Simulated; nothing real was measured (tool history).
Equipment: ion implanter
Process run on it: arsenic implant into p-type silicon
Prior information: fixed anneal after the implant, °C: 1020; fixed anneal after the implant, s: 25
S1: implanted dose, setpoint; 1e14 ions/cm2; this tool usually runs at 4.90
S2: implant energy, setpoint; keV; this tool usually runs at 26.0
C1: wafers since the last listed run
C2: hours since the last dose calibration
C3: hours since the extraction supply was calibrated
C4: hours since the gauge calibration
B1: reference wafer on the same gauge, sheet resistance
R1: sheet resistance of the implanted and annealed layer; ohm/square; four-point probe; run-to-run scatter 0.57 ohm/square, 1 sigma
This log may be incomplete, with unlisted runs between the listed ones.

run	day	S1	S2	C1	C2	C3	C4	B1	R1
1	0.000	4.90	23.0	0	1202.2	1866.1	918.5	209.66	205.72
2	2.304	4.90	23.0	643	1257.5	1921.4	973.8	209.89	205.88
3	4.271	4.90	28.5	549	1304.7	1968.6	1021.0	210.37	199.60
# day 7.121: Faraday cup replaced and dose calibrated
4	7.692	4.90	26.0	862	13.7	2050.7	1103.1	210.37	203.13
5	12.042	4.90	26.0	1215	118.1	2155.1	1207.5	210.28	202.82
6	13.562	4.90	26.0	424	154.6	2191.6	1244.0	210.66	203.66
7	17.538	5.89	26.0	1110	250.0	2287.0	1339.4	210.79	177.20
8	20.783	4.90	26.0	906	327.9	2364.9	1417.3	210.94	203.98
9	23.058	4.90	26.0	635	382.5	2419.5	1471.9	210.66	203.42
10	25.217	4.90	26.0	603	434.3	2471.3	1523.7	211.09	204.58
11	28.600	4.59	26.0	945	515.5	2552.5	1604.9	211.14	215.28
12	32.208	4.90	19.5	1008	602.1	2639.1	1691.5	211.13	211.14
13	35.192	4.90	19.5	833	673.7	2710.7	1763.1	211.20	212.32
14	45.267	4.90	19.5	2814	915.5	2952.5	2004.9	211.63	213.43
15	48.688	4.90	32.5	955	997.6	3034.6	2087.0	211.43	197.98
16	53.183	6.11	26.0	1256	1105.5	3142.5	2194.9	211.55	172.79
17	57.496	4.90	19.5	1204	1209.0	3246.0	2298.4	211.69	211.82
18	60.179	4.90	20.5	749	1273.4	3310.4	2362.8	211.41	211.21
19	64.150	4.90	34.0	1109	1368.7	3405.7	2458.1	211.77	196.74
# day 65.792: extraction supply calibrated
20	67.867	4.90	18.5	945	1457.9	49.8	2547.3	211.46	214.61
# day 70.425: gauge calibrated
21	71.417	3.68	26.0	991	1543.1	135.0	23.8	204.50	244.87
# day 72.638: Faraday cup replaced and dose calibrated
22	74.192	4.90	26.0	682	37.3	201.6	90.4	205.08	198.32
23	76.842	5.57	28.5	740	100.9	265.2	154.0	205.66	178.10
24	80.246	3.99	26.0	951	182.6	346.9	235.7	206.00	234.32
25	82.812	4.90	26.0	717	244.2	408.5	297.3	206.50	198.71
26	86.808	3.50	20.5	1116	340.1	504.4	393.2	206.97	267.35
27	89.925	6.26	34.5	870	414.9	579.2	468.0	207.37	160.56
28	91.533	4.47	33.5	449	453.5	617.8	506.6	207.47	208.10
29	94.988	4.90	29.5	965	536.4	700.7	589.5	207.88	197.27
30	98.279	4.90	26.0	919	615.4	779.7	668.5	208.03	200.70
31	102.454	4.90	26.0	1166	715.6	879.9	768.7	208.52	202.06

Below are 5 alternative next runs, each starting from the tool's condition after run 31. Predict each:
A	102.471	4.90	26.0	4	716.0	880.3	769.1	?	?
B	102.471	4.90	17.0	4	716.0	880.3	769.1	?	?
C	102.471	5.87	22.5	4	716.0	880.3	769.1	?	?
D	102.471	5.90	31.0	4	716.0	880.3	769.1	?	?
E	102.471	5.38	29.5	4	716.0	880.3	769.1	?	?

run	B1	R1
A	208.91	202.73
B	208.91	214.01
C	208.91	180.54
D	208.91	171.63
E	208.91	185.45
Stripped of hidden state, with their random variation kept, the same runs would have yielded:
run	R1
A	198.24
B	209.27
C	176.54
D	167.83
E	181.34
